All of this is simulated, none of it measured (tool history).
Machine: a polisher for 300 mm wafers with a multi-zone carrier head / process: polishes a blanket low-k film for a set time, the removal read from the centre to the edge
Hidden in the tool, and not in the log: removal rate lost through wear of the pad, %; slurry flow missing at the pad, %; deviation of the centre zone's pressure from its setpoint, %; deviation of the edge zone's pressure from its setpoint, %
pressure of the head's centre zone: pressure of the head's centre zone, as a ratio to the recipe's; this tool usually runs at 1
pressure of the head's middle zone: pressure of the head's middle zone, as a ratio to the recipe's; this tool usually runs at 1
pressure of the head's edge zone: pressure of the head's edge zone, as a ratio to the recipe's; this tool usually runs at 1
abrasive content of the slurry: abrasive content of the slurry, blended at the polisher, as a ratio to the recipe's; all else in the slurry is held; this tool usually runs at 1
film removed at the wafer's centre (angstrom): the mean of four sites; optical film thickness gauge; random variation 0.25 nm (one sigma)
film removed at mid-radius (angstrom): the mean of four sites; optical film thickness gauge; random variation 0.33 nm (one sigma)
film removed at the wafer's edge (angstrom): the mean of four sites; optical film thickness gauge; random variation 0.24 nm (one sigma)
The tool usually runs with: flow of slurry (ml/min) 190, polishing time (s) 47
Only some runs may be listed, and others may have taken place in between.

run   hour  flow of slurry (ml/min)  pressure of the head's centre zone  pressure of the head's middle zone  pressure of the head's edge zone  abrasive content of the slurry  polishing time (s)  wafers since the last listed run  wafers polished on this pad  hours since the slurry nozzle was cleaned  hours since the centre zone pressure was calibrated  hours since the edge zone pressure was calibrated  hours since the carrier head's membrane was replaced  incoming thickness of the incoming film, nm  film removed at the wafer's centre (angstrom)  film removed at mid-radius (angstrom)  film removed at the wafer's edge (angstrom)
  1      0                      190                                   1                                   1                                 1                               1                  47                                 0                         1209                                      459.3                                               1223.1                                              656.7                                                 809.6                                          660                                            248                                    278                                          276
      15.3  -- worn pad replaced by a new one
  2   22.1                      190                                   1                                   1                                 1                               1                  47                               200                           75                                      481.4                                               1245.2                                              678.8                                                 831.7                                        658.4                                            243                                    280                                          282
  3   37.1                      190                                   1                                   1                                 1                               1                  47                               166                          241                                      496.4                                               1260.2                                              693.8                                                 846.7                                        653.2                                            247                                    278                                          282
  4   49.1                      190                                   1                                   1                                 1                               1                  47                               132                          374                                      508.4                                               1272.2                                              705.8                                                 858.7                                        658.4                                            246                                    277                                          279
  5   75.9                      190                                   1                                   1                                 1                               1                  47                               296                          671                                      535.2                                                 1299                                              732.6                                                 885.5                                        656.4                                            244                                    276                                          276
  6     98                      190                                   1                                   1                                 1                               1                  47                               244                          916                                      557.3                                               1321.1                                              754.7                                                 907.6                                        661.3                                            245                                    269                                          283
     117.9  -- worn pad replaced by a new one
  7  124.6                      190                                   1                                   1                                 1                               1                  47                               250                           73                                      583.9                                               1347.7                                              781.3                                                 934.2                                        670.4                                            237                                    278                                          280
  8  154.5                      190                                   1                                   1                                 1                               1                  47                               331                          405                                      613.8                                               1377.6                                              811.2                                                 964.1                                        645.5                                            237                                    275                                          277
  9  178.4                      190                                   1                                   1                                 1                               1                  47                               264                          670                                      637.7                                               1401.5                                              835.1                                                   988                                        646.7                                            237                                    268                                          279
     203.4  -- carrier head's membrane replaced by a new one
 10  207.5                      190                                   1                                   1                                 1                               1                  47                               267                          937                                      666.8                                               1430.6                                              864.2                                                   4.1                                        662.1                                            239                                    279                                          283
     230.9  -- edge zone pressure recalibrated
     234.4  -- worn pad replaced by a new one
 11  242.4                      190                                   1                                   1                              1.05                            0.75                  47                               326                           89                                      701.7                                               1465.5                                               11.5                                                    39                                        649.7                                            219                                    254                                          263
 12  276.8                      190                                1.11                                   1                              1.07                               1                  47                               381                          470                                      736.1                                               1499.9                                               45.9                                                  73.4                                        661.1                                            259                                    271                                          282
     300.5  -- slurry nozzle cleaned
 13  310.1                      190                                   1                                   1                              1.06                               1                  56                               357                          827                                        9.6                                               1533.2                                               79.2                                                 106.7                                          660                                            295                                    339                                          348
     320.8  -- centre zone pressure recalibrated
     341.4  -- worn pad replaced by a new one
 14  344.2                      190                                   1                                   1                                 1                               1                  53                               311                           30                                       43.7                                                 23.4                                              113.3                                                 140.8                                        660.9                                            315                                    322                                          325
 15  378.4                      165                                   1                                   1                              1.03                               1                  35                               378                          409                                       77.9                                                 57.6                                              147.5                                                   175                                        657.2                                            205                                    211                                          216
 16    400                      190                                   1                                   1                                 1                               1                  47                               239                          648                                       99.5                                                 79.2                                              169.1                                                 196.6                                          658                                            275                                    290                                          287
 17  416.9                      140                                   1                                   1                              1.06                               1                  47                               187                          836                                      116.4                                                 96.1                                                186                                                 213.5                                        663.5                                            261                                    276                                          287
 18  435.5                      190                                   1                                   1                              0.94                               1                  47                               206                         1042                                        135                                                114.7                                              204.6                                                 232.1                                        649.3                                            276                                    294                                          275

Across each entry between runs, compare the hidden state at the last listed run before it with the hidden state at the first listed run after it:
Logged between run 1 and run 2: worn pad replaced by a new one (hour 15.3)
  slurry flow missing at the pad, %: 23.7 -> 24.7; deviation of the centre zone's pressure from its setpoint, %: -10.3 -> -10.5
  the result without the hidden state subtracted from the measured one, film removed at the wafer's centre (angstrom): -40 -> -41; film removed at mid-radius (angstrom): -11 -> -11; film removed at the wafer's edge (angstrom): -8 -> -8
Logged between run 6 and run 7: worn pad replaced by a new one (hour 117.9)
  slurry flow missing at the pad, %: 28.3 -> 29.6; deviation of the centre zone's pressure from its setpoint, %: -11.1 -> -11.3
  the result without the hidden state subtracted from the measured one, film removed at the wafer's centre (angstrom): -46 -> -46; film removed at mid-radius (angstrom): -13 -> -14; film removed at the wafer's edge (angstrom): -10 -> -11
Logged between run 9 and run 10: carrier head's membrane replaced by a new one (hour 203.4)
  slurry flow missing at the pad, %: 32.1 -> 33.5; deviation of the centre zone's pressure from its setpoint, %: -11.8 -> -12
  the result without the hidden state subtracted from the measured one, film removed at the wafer's centre (angstrom): -50 -> -52; film removed at mid-radius (angstrom): -16 -> -17; film removed at the wafer's edge (angstrom): -11 -> -13
Logged between run 10 and run 11: edge zone pressure recalibrated (hour 230.9); worn pad replaced by a new one (hour 234.4)
  slurry flow missing at the pad, %: 33.5 -> 35.2; deviation of the centre zone's pressure from its setpoint, %: -12 -> -12.3
  the result without the hidden state subtracted from the measured one, film removed at the wafer's centre (angstrom): -52 -> -50; film removed at mid-radius (angstrom): -17 -> -16; film removed at the wafer's edge (angstrom): -13 -> -13
Logged between run 12 and run 13: slurry nozzle cleaned (hour 300.5)
  slurry flow missing at the pad, %: 36.8 -> 5.38; deviation of the centre zone's pressure from its setpoint, %: -12.6 -> -12.9
  the result without the hidden state subtracted from the measured one, film removed at the wafer's centre (angstrom): -61 -> -47; film removed at mid-radius (angstrom): -19 -> -2; film removed at the wafer's edge (angstrom): -14 -> -1
Logged between run 13 and run 14: centre zone pressure recalibrated (hour 320.8); worn pad replaced by a new one (hour 341.4)
  slurry flow missing at the pad, %: 5.38 -> 6.99; deviation of the centre zone's pressure from its setpoint, %: -12.9 -> -1.29
  the result without the hidden state subtracted from the measured one, film removed at the wafer's centre (angstrom): -47 -> -7; film removed at mid-radius (angstrom): -2 -> -3; film removed at the wafer's edge (angstrom): -1 -> -2

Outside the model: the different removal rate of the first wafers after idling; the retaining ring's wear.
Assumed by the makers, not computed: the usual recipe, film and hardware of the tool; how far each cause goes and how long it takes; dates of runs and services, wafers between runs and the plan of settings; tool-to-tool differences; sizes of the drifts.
